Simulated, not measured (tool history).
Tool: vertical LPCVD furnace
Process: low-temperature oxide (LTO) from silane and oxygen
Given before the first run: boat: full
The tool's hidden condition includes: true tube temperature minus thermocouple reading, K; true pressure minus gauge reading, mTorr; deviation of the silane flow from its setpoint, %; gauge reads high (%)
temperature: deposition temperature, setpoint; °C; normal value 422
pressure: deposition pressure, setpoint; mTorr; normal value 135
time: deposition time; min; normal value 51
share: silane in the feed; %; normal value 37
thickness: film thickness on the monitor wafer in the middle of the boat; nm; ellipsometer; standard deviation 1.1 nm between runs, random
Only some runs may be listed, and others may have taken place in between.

| run | hour | temperature | pressure | time | share | wafers since the last listed run | hours since the last temperature calibration | hours since the pressure gauge was zeroed | hours since the silane flow controller was replaced | hours since the gauge calibration | read-back reference wafer on the same gauge, thickness | thickness |
|---|---|---|---|---|---|---|---|---|---|---|---|---|
| 1 | 0 | 422 | 135 | 51 | 37 | 0 | 2690 | 4578.3 | 6567.4 | 340.4 | 381.16 | 373.53 |
| 2 | 88.4 | 422 | 135 | 51 | 37 | 1986 | 2778.4 | 4666.7 | 6655.8 | 428.8 | 380.74 | 374.32 |
| 3 | 151.7 | 422 | 135 | 51 | 37 | 1422 | 2841.7 | 4730 | 6719.1 | 492.1 | 381.3 | 372.99 |
| 4 | 253.3 | 422 | 120 | 60 | 37 | 2283 | 2943.3 | 4831.6 | 6820.7 | 593.7 | 381 | 391.2 |
| 5 | 347.5 | 422 | 135 | 51 | 37 | 2116 | 3037.5 | 4925.8 | 6914.9 | 687.9 | 381.4 | 375.83 |
| 6 | 388.9 | 422 | 135 | 51 | 37 | 930 | 3078.9 | 4967.2 | 6956.3 | 729.3 | 381.14 | 375.61 |
|  | 429.6 | gauge calibrated |
|  | 482.9 | silane flow controller replaced |
|  | 496.6 | thermocouples replaced and temperature profile calibrated |
| 7 | 497.1 | 422 | 135 | 51 | 37 | 1583 | 0.5 | 5075.4 | 14.2 | 67.5 | 381.13 | 360.29 |
| 8 | 569.7 | 422 | 135 | 51 | 37 | 1631 | 73.1 | 5148 | 86.8 | 140.1 | 381.37 | 362.83 |
|  | 635 | pressure gauge zeroed |
| 9 | 756.6 | 422 | 155 | 51 | 30 | 3660 | 260 | 121.6 | 273.7 | 327 | 381.27 | 330.92 |
| 10 | 851.2 | 417 | 135 | 42.5 | 37 | 2125 | 354.6 | 216.2 | 368.3 | 421.6 | 381.42 | 298.39 |
| 11 | 937.6 | 422 | 105 | 51 | 37 | 1941 | 441 | 302.6 | 454.7 | 508 | 381.14 | 293.08 |
| 12 | 1031.4 | 422 | 135 | 51 | 37 | 2107 | 534.8 | 396.4 | 548.5 | 601.8 | 380.92 | 376.24 |
|  | 1033.9 | gauge calibrated |
| 13 | 1115.2 | 422 | 115 | 42.5 | 33 | 1883 | 618.6 | 480.2 | 632.3 | 81.3 | 380.96 | 230.5 |
| 14 | 1354.2 | 422 | 120 | 51 | 37 | 5371 | 857.6 | 719.2 | 871.3 | 320.3 | 381.18 | 333.27 |

Consider 4 possible next runs. They are alternatives, not a sequence: every one starts from the tool as it was left by run 14. What does each give?
| A | 1358 | 422 | 135 | 51 | 33 | 85 | 861.4 | 723 | 875.1 | 324.1 | ? | ? |
| B | 1358 | 429 | 155 | 63.5 | 44 | 85 | 861.4 | 723 | 875.1 | 324.1 | ? | ? |
| C | 1358 | 422 | 135 | 62 | 37 | 85 | 861.4 | 723 | 875.1 | 324.1 | ? | ? |
| D | 1358 | 422 | 135 | 40 | 41 | 85 | 861.4 | 723 | 875.1 | 324.1 | ? | ? |

| run | read-back reference wafer on the same gauge, thickness | thickness |
|---|---|---|
| A | 381.12 | 324.77 |
| B | 381.12 | 696.19 |
| C | 381.12 | 456.42 |
| D | 381.12 | 331.23 |
What these runs would have given with no unlogged condition in the tool:
| run | thickness |
|---|---|
| A | 326.98 |
| B | 700.14 |
| C | 459.69 |
| D | 333.73 |
